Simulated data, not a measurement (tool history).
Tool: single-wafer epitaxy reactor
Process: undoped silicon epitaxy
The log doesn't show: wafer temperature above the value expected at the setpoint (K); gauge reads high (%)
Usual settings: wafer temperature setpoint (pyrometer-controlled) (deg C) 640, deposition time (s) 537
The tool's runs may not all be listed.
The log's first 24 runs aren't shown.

| run | day | wafer temperature setpoint (pyrometer-controlled) (deg C) | deposition time (s) | wafers since the last listed run | hours since the last pyrometer calibration | hours since the gauge calibration | read-back reference wafer on the same gauge, thickness_nm | mean film thickness on the monitor wafer (Å) |
|---|---|---|---|---|---|---|---|---|
| 25 | 72.950 | 640 | 641 | 196 | 2064.7 | 600.9 | 65.156 | 892.29 |
| 26 | 76.150 | 655 | 622 | 377 | 2141.5 | 677.7 | 65.231 | 1267.65 |
| 27 | 77.667 | 647 | 574 | 178 | 2177.9 | 714.1 | 65.341 | 966.22 |
| 28 | 80.067 | 635 | 460 | 282 | 2235.5 | 771.7 | 65.315 | 569.70 |
| 29 | 84.250 | 640 | 490 | 493 | 2335.9 | 872.1 | 65.323 | 691.56 |
| 30 | 86.771 | 634 | 537 | 297 | 2396.4 | 932.6 | 65.394 | 648.16 |
| 31 | 89.758 | 640 | 537 | 352 | 2468.1 | 1004.3 | 65.362 | 757.89 |
| 32 | 93.738 | 635 | 449 | 469 | 2563.6 | 1099.8 | 65.337 | 559.00 |
| 33 | 96.429 | 635 | 460 | 317 | 2628.2 | 1164.4 | 65.343 | 573.65 |
|  | 99.558 | pyrometer calibrated |
| 34 | 100.529 | 633 | 507 | 444 | 23.3 | 1262.8 | 65.224 | 574.61 |
| 35 | 103.250 | 640 | 537 | 320 | 88.6 | 1328.1 | 65.184 | 727.60 |
| 36 | 106.217 | 650 | 537 | 349 | 159.8 | 1399.3 | 65.324 | 945.67 |
| 37 | 107.796 | 640 | 537 | 186 | 197.7 | 1437.2 | 65.294 | 724.37 |
| 38 | 115.704 | 640 | 537 | 932 | 387.5 | 1627.0 | 65.320 | 727.99 |
| 39 | 119.679 | 632 | 509 | 468 | 482.9 | 1722.4 | 65.357 | 565.97 |
| 40 | 123.246 | 636 | 577 | 420 | 568.5 | 1808.0 | 65.205 | 714.11 |
| 41 | 125.512 | 646 | 581 | 267 | 622.9 | 1862.4 | 65.128 | 920.00 |
| 42 | 128.050 | 635 | 494 | 299 | 683.8 | 1923.3 | 65.366 | 593.91 |
| 43 | 131.104 | 640 | 537 | 360 | 757.1 | 1996.6 | 65.284 | 732.16 |
| 44 | 133.588 | 625 | 497 | 292 | 816.7 | 2056.2 | 65.331 | 464.05 |
|  | 134.154 | gauge calibrated |
| 45 | 137.342 | 649 | 570 | 442 | 906.8 | 76.5 | 65.291 | 984.19 |
| 46 | 139.171 | 648 | 608 | 215 | 950.7 | 120.4 | 65.116 | 1019.82 |
| 47 | 144.958 | 626 | 489 | 682 | 1089.6 | 259.3 | 65.259 | 469.36 |

4 ways to go on from here, each from the tool as it stands after run 47. What would each give?
| A | 144.979 | 640 | 451 | 2 | 1090.1 | 259.8 | ? | ? |
| B | 144.979 | 640 | 493 | 2 | 1090.1 | 259.8 | ? | ? |
| C | 144.979 | 631 | 613 | 2 | 1090.1 | 259.8 | ? | ? |
| D | 144.979 | 630 | 506 | 2 | 1090.1 | 259.8 | ? | ? |

| run | read-back reference wafer on the same gauge, thickness_nm | mean film thickness on the monitor wafer (Å) |
|---|---|---|
| A | 65.294 | 621.91 |
| B | 65.294 | 679.82 |
| C | 65.294 | 671.12 |
| D | 65.294 | 539.78 |
Without the tool's hidden state the same runs would have given:
| run | mean film thickness on the monitor wafer (Å) |
|---|---|
| A | 613.09 |
| B | 670.19 |
| C | 661.39 |
| D | 531.94 |

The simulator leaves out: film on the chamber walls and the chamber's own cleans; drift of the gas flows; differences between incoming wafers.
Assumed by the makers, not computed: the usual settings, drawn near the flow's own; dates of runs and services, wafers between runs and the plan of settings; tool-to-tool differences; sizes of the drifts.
